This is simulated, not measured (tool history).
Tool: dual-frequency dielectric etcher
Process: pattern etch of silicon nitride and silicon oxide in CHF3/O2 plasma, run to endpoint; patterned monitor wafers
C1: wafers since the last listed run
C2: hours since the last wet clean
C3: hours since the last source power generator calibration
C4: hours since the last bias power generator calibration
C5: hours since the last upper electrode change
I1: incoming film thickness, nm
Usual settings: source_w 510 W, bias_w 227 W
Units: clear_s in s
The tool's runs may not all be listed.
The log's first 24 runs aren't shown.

{"run": 25, "day": 14.325, "source_w": 510, "bias_w": 227, "C1": 84, "C2": 40.7, "C3": 89, "C4": 29.1, "C5": 78.4, "I1": 185.6, "clear_s": 120.6}
{"run": 26, "day": 14.858, "source_w": 510, "bias_w": 227, "C1": 109, "C2": 53.5, "C3": 101.8, "C4": 41.9, "C5": 91.2, "I1": 185.6, "clear_s": 122.1}
{"run": 27, "day": 15.208, "source_w": 560, "bias_w": 250, "C1": 72, "C2": 61.9, "C3": 110.2, "C4": 50.3, "C5": 99.6, "I1": 186, "clear_s": 114.5}
{"run": 28, "day": 15.621, "source_w": 620, "bias_w": 266, "C1": 84, "C2": 71.8, "C3": 120.1, "C4": 60.2, "C5": 109.5, "I1": 185.6, "clear_s": 109.1}
{"run": 29, "day": 16.346, "source_w": 630, "bias_w": 189, "C1": 149, "C2": 89.2, "C3": 137.5, "C4": 77.6, "C5": 126.9, "I1": 183, "clear_s": 117.6}
{"run": 30, "day": 16.908, "source_w": 510, "bias_w": 227, "C1": 115, "C2": 102.7, "C3": 151, "C4": 91.1, "C5": 140.4, "I1": 182.9, "clear_s": 120.5}
{"run": 31, "day": 17.417, "source_w": 510, "bias_w": 227, "C1": 104, "C2": 114.9, "C3": 163.2, "C4": 103.3, "C5": 152.6, "I1": 183.4, "clear_s": 120.9}
{"run": 32, "day": 17.85, "source_w": 590, "bias_w": 278, "C1": 89, "C2": 125.3, "C3": 173.6, "C4": 113.7, "C5": 163, "I1": 184.5, "clear_s": 108.9}
{"run": 33, "day": 18.171, "source_w": 460, "bias_w": 255, "C1": 66, "C2": 133, "C3": 181.3, "C4": 121.4, "C5": 170.7, "I1": 184.3, "clear_s": 122}
{"run": 34, "day": 18.796, "source_w": 410, "bias_w": 185, "C1": 128, "C2": 148, "C3": 196.3, "C4": 136.4, "C5": 185.7, "I1": 184.1, "clear_s": 138}

Forecast each of these 5 alternatives for the next run:
{"run": "A", "day": 18.817, "source_w": 510, "bias_w": 227, "C1": 4, "C2": 148.5, "C3": 196.8, "C4": 136.9, "C5": 186.2, "I1": 185.6, "clear_s": "?"}
{"run": "B", "day": 18.817, "source_w": 400, "bias_w": 192, "C1": 4, "C2": 148.5, "C3": 196.8, "C4": 136.9, "C5": 186.2, "I1": 185.6, "clear_s": "?"}
{"run": "C", "day": 18.817, "source_w": 570, "bias_w": 253, "C1": 4, "C2": 148.5, "C3": 196.8, "C4": 136.9, "C5": 186.2, "I1": 185.6, "clear_s": "?"}
{"run": "D", "day": 18.817, "source_w": 610, "bias_w": 247, "C1": 4, "C2": 148.5, "C3": 196.8, "C4": 136.9, "C5": 186.2, "I1": 185.6, "clear_s": "?"}
{"run": "E", "day": 18.817, "source_w": 410, "bias_w": 180, "C1": 4, "C2": 148.5, "C3": 196.8, "C4": 136.9, "C5": 186.2, "I1": 185.6, "clear_s": "?"}

run=A clear_s=122.3
run=B clear_s=139.1
run=C clear_s=114.1
run=D clear_s=112.3
run=E clear_s=140.5
Without the tool's hidden state the same runs would have given:
run=A clear_s=120.3
run=B clear_s=136.8
run=C clear_s=112.2
run=D clear_s=110.5
run=E clear_s=138.1

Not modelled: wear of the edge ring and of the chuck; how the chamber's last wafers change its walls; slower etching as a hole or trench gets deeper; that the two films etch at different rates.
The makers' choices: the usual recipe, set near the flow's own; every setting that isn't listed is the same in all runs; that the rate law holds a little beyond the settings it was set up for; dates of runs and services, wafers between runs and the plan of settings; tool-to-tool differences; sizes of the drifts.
